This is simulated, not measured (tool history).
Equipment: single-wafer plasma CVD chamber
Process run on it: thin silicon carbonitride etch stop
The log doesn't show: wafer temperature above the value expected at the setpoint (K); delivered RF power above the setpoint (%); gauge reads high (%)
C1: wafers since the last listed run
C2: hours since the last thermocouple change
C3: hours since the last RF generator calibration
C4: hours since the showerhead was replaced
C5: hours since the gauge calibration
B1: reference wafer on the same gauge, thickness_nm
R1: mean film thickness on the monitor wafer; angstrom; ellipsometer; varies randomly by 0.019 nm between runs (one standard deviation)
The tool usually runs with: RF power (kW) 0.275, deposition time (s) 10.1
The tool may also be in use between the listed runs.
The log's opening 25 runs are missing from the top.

{"run": 26, "hour": 711.2, "RF power (kW)": 0.245, "deposition time (s)": 9.2, "C1": 817, "C2": 251.2, "C3": 186.2, "C4": 181.7, "C5": 918.1, "B1": 6.279, "R1": 58.73}
{"hour": 724.2, "done": "gauge calibrated"}
{"run": 27, "hour": 742.5, "RF power (kW)": 0.315, "deposition time (s)": 11.4, "C1": 1075, "C2": 282.5, "C3": 217.5, "C4": 213, "C5": 18.3, "B1": 6.288, "R1": 75.31}
{"run": 28, "hour": 778.3, "RF power (kW)": 0.275, "deposition time (s)": 10.1, "C1": 1229, "C2": 318.3, "C3": 253.3, "C4": 248.8, "C5": 54.1, "B1": 6.279, "R1": 65.19}
{"run": 29, "hour": 797.0, "RF power (kW)": 0.305, "deposition time (s)": 11.1, "C1": 642, "C2": 337, "C3": 272, "C4": 267.5, "C5": 72.8, "B1": 6.27, "R1": 72.97}
{"run": 30, "hour": 810.6, "RF power (kW)": 0.315, "deposition time (s)": 9.2, "C1": 467, "C2": 350.6, "C3": 285.6, "C4": 281.1, "C5": 86.4, "B1": 6.28, "R1": 60.71}
{"run": 31, "hour": 845.0, "RF power (kW)": 0.25, "deposition time (s)": 9, "C1": 1181, "C2": 385, "C3": 320, "C4": 315.5, "C5": 120.8, "B1": 6.279, "R1": 57.23}
{"run": 32, "hour": 875.6, "RF power (kW)": 0.24, "deposition time (s)": 9.1, "C1": 1051, "C2": 415.6, "C3": 350.6, "C4": 346.1, "C5": 151.4, "B1": 6.279, "R1": 57.71}
{"run": 33, "hour": 900.8, "RF power (kW)": 0.275, "deposition time (s)": 10.1, "C1": 865, "C2": 440.8, "C3": 375.8, "C4": 371.3, "C5": 176.6, "B1": 6.281, "R1": 64.74}
{"run": 34, "hour": 930.7, "RF power (kW)": 0.275, "deposition time (s)": 10.1, "C1": 1026, "C2": 470.7, "C3": 405.7, "C4": 401.2, "C5": 206.5, "B1": 6.283, "R1": 64.89}
{"run": 35, "hour": 946.0, "RF power (kW)": 0.275, "deposition time (s)": 10.1, "C1": 525, "C2": 486, "C3": 421, "C4": 416.5, "C5": 221.8, "B1": 6.286, "R1": 65.18}
{"run": 36, "hour": 971.7, "RF power (kW)": 0.31, "deposition time (s)": 11, "C1": 882, "C2": 511.7, "C3": 446.7, "C4": 442.2, "C5": 247.5, "B1": 6.286, "R1": 72.45}

4 options for the next run, each taken on its own from the tool as it stands now. Forecast them:
{"run": "A", "hour": 972.1, "RF power (kW)": 0.275, "deposition time (s)": 10.1, "C1": 13, "C2": 512.1, "C3": 447.1, "C4": 442.6, "C5": 247.9, "B1": "?", "R1": "?"}
{"run": "B", "hour": 972.1, "RF power (kW)": 0.26, "deposition time (s)": 9.2, "C1": 13, "C2": 512.1, "C3": 447.1, "C4": 442.6, "C5": 247.9, "B1": "?", "R1": "?"}
{"run": "C", "hour": 972.1, "RF power (kW)": 0.225, "deposition time (s)": 9.5, "C1": 13, "C2": 512.1, "C3": 447.1, "C4": 442.6, "C5": 247.9, "B1": "?", "R1": "?"}
{"run": "D", "hour": 972.1, "RF power (kW)": 0.245, "deposition time (s)": 8.7, "C1": 13, "C2": 512.1, "C3": 447.1, "C4": 442.6, "C5": 247.9, "B1": "?", "R1": "?"}

run=A B1=6.281 R1=65.02
run=B B1=6.281 R1=58.72
run=C B1=6.281 R1=59.39
run=D B1=6.281 R1=55.05
Stripped of hidden state, with their random variation kept, the same runs would have yielded:
run=A R1=65.53
run=B R1=59.19
run=C R1=59.86
run=D R1=55.48

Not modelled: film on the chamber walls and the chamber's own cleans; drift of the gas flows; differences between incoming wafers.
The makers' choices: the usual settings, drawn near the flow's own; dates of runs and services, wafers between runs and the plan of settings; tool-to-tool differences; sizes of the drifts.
